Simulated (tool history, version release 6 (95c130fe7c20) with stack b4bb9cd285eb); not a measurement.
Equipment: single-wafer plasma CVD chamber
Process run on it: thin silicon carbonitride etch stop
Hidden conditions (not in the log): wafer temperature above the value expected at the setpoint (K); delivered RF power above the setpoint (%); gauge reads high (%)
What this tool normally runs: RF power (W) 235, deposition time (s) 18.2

| run | hour | RF power (W) | deposition time (s) | wafers since the last listed run | hours since the last thermocouple change | hours since the last RF generator calibration | hours since the showerhead was replaced | hours since the gauge calibration | read-back reference wafer on the same gauge, thickness_nm | mean film thickness on the monitor wafer (Å) |
|---|---|---|---|---|---|---|---|---|---|---|
| 1 | 0 | 235 | 21.1 | 0 | 1053.5 | 842 | 2325.5 | 2073.2 | 8.491 | 116.79 |
| 2 | 105.3 | 235 | 18.2 | 5181 | 1158.8 | 947.3 | 2430.8 | 2178.5 | 8.5 | 101.34 |
| 3 | 168.1 | 235 | 15.7 | 3090 | 1221.6 | 1010.1 | 2493.6 | 2241.3 | 8.497 | 86.65 |
| 4 | 246.2 | 235 | 15.7 | 3843 | 1299.7 | 1088.2 | 2571.7 | 2319.4 | 8.503 | 86.43 |
| 5 | 328.8 | 235 | 15.7 | 4064 | 1382.3 | 1170.8 | 2654.3 | 2402 | 8.492 | 86.88 |
| 6 | 387.5 | 235 | 18.2 | 2888 | 1441 | 1229.5 | 2713 | 2460.7 | 8.501 | 101.08 |
| 7 | 561.6 | 235 | 18.2 | 8567 | 1615.1 | 1403.6 | 2887.1 | 2634.8 | 8.508 | 100 |
| 8 | 668.1 | 255 | 18.2 | 5240 | 1721.6 | 1510.1 | 2993.6 | 2741.3 | 8.502 | 104.59 |
| 9 | 753.2 | 235 | 18.2 | 4187 | 1806.7 | 1595.2 | 3078.7 | 2826.4 | 8.501 | 100.19 |
| 10 | 903.9 | 235 | 18.2 | 7415 | 1957.4 | 1745.9 | 3229.4 | 2977.1 | 8.488 | 100.23 |
| 11 | 948 | 235 | 18.2 | 2170 | 2001.5 | 1790 | 3273.5 | 3021.2 | 8.503 | 99.27 |
|  | 980.4 | gauge calibrated |
| 12 | 1016.8 | 235 | 16.9 | 3385 | 2070.3 | 1858.8 | 3342.3 | 36.4 | 8.499 | 91.56 |
| 13 | 1104.6 | 235 | 16.9 | 4320 | 2158.1 | 1946.6 | 3430.1 | 124.2 | 8.497 | 91.91 |
| 14 | 1156.1 | 200 | 18.2 | 2534 | 2209.6 | 1998.1 | 3481.6 | 175.7 | 8.505 | 92.28 |
| 15 | 1244.5 | 235 | 18.2 | 4350 | 2298 | 2086.5 | 3570 | 264.1 | 8.497 | 98.82 |
|  | 1264.3 | showerhead replaced |
| 16 | 1309 | 235 | 18.2 | 2780 | 2362.5 | 2151 | 44.7 | 328.6 | 8.503 | 98.13 |
| 17 | 1398.7 | 280 | 21 | 4414 | 2452.2 | 2240.7 | 134.4 | 418.3 | 8.499 | 122.79 |
|  | 1450.1 | RF generator calibrated |
| 18 | 1504 | 275 | 18.2 | 4788 | 2557.5 | 53.9 | 239.7 | 523.6 | 8.501 | 103.62 |
| 19 | 1596.6 | 235 | 20.8 | 4556 | 2650.1 | 146.5 | 332.3 | 616.2 | 8.501 | 111.23 |
|  | 1659.8 | thermocouple changed; heater temperature recalibrated |
| 20 | 1669.1 | 235 | 18.2 | 3173 | 9.3 | 219 | 404.8 | 688.7 | 8.5 | 97.6 |
| 21 | 1743 | 235 | 18.2 | 3636 | 83.2 | 292.9 | 478.7 | 762.6 | 8.5 | 96.28 |
| 22 | 1842 | 270 | 16.4 | 4871 | 182.2 | 391.9 | 577.7 | 861.6 | 8.502 | 92.62 |
| 23 | 1885.6 | 235 | 18.2 | 2145 | 225.8 | 435.5 | 621.3 | 905.2 | 8.506 | 96.89 |
| 24 | 1988.5 | 235 | 18.2 | 5063 | 328.7 | 538.4 | 724.2 | 1008.1 | 8.501 | 96.05 |

Predict the results of run 25:
| 25 | 2033.8 | 265 | 16.7 | 2229 | 374 | 583.7 | 769.5 | 1053.4 | ? | ? |

Run 25 came out at read-back reference wafer on the same gauge, thickness_nm 8.501, mean film thickness on the monitor wafer (Å) 93.58.
On a tool with no hidden condition, and with the same random variation, this run would have come out at mean film thickness on the monitor wafer (Å) 98.47.

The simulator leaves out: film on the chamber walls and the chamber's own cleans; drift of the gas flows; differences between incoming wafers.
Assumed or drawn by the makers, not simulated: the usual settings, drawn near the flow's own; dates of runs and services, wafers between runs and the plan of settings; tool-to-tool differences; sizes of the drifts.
